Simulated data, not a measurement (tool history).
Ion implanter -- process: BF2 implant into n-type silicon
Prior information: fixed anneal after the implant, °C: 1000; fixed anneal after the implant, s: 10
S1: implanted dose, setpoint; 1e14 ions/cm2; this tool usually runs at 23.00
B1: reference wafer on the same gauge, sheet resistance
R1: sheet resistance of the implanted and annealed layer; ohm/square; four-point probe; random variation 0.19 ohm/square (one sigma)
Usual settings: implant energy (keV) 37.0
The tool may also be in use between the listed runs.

run 1 hour=0.0 | S1=18.22 implant_energy_(keV)=27.5 | B1=115.96 | R1=150.71
run 2 hour=11.4 | S1=18.22 implant_energy_(keV)=27.5 | B1=115.97 | R1=150.80
run 3 hour=19.0 | S1=18.22 implant_energy_(keV)=27.5 | B1=115.97 | R1=150.94
run 4 hour=36.4 | S1=23.00 implant_energy_(keV)=37.0 | B1=116.07 | R1=124.64
run 5 hour=51.0 | S1=23.00 implant_energy_(keV)=37.0 | B1=115.99 | R1=124.61
run 6 hour=59.6 | S1=23.00 implant_energy_(keV)=37.0 | B1=115.99 | R1=124.51
run 7 hour=67.3 | S1=23.00 implant_energy_(keV)=46.0 | B1=115.98 | R1=109.12
run 8 hour=81.4 | S1=23.00 implant_energy_(keV)=46.0 | B1=115.95 | R1=109.26
-- hour=95.4 extraction supply calibrated
run 9 hour=97.4 | S1=23.00 implant_energy_(keV)=37.0 | B1=116.06 | R1=124.10
run 10 hour=105.6 | S1=23.00 implant_energy_(keV)=37.0 | B1=116.03 | R1=124.46
run 11 hour=112.3 | S1=23.00 implant_energy_(keV)=37.0 | B1=116.10 | R1=124.30
run 12 hour=145.2 | S1=24.96 implant_energy_(keV)=37.0 | B1=116.03 | R1=124.23
-- hour=151.1 gauge calibrated
run 13 hour=159.7 | S1=23.00 implant_energy_(keV)=48.0 | B1=116.04 | R1=106.90
run 14 hour=168.2 | S1=23.00 implant_energy_(keV)=37.0 | B1=115.99 | R1=124.51
run 15 hour=178.2 | S1=23.00 implant_energy_(keV)=37.0 | B1=115.98 | R1=124.18
-- hour=193.0 Faraday cup replaced and dose calibrated
run 16 hour=195.6 | S1=23.00 implant_energy_(keV)=46.5 | B1=115.97 | R1=108.98
run 17 hour=203.7 | S1=27.37 implant_energy_(keV)=28.5 | B1=116.02 | R1=142.06
run 18 hour=220.9 | S1=23.00 implant_energy_(keV)=46.0 | B1=116.01 | R1=109.41
run 19 hour=238.0 | S1=18.08 implant_energy_(keV)=25.5 | B1=115.95 | R1=157.63
run 20 hour=252.5 | S1=17.44 implant_energy_(keV)=42.5 | B1=116.06 | R1=118.27
run 21 hour=262.1 | S1=16.18 implant_energy_(keV)=27.0 | B1=115.97 | R1=154.50
run 22 hour=274.8 | S1=29.06 implant_energy_(keV)=46.5 | B1=116.00 | R1=106.97
run 23 hour=291.3 | S1=19.37 implant_energy_(keV)=43.0 | B1=116.03 | R1=115.88
run 24 hour=299.8 | S1=23.00 implant_energy_(keV)=37.0 | B1=116.02 | R1=124.29

Below are 3 alternative next runs, each starting from the tool's condition after run 24. Predict each:
run A hour=300.2 | S1=23.00 implant_energy_(keV)=37.0 | B1=? | R1=?
run B hour=300.2 | S1=23.00 implant_energy_(keV)=44.0 | B1=? | R1=?
run C hour=300.2 | S1=19.63 implant_energy_(keV)=43.5 | B1=? | R1=?

run=A B1=116.05 R1=124.35
run=B B1=116.05 R1=112.32
run=C B1=116.05 R1=114.81
What these runs would have given with no unlogged condition in the tool:
run=A R1=124.35
run=B R1=112.32
run=C R1=114.81
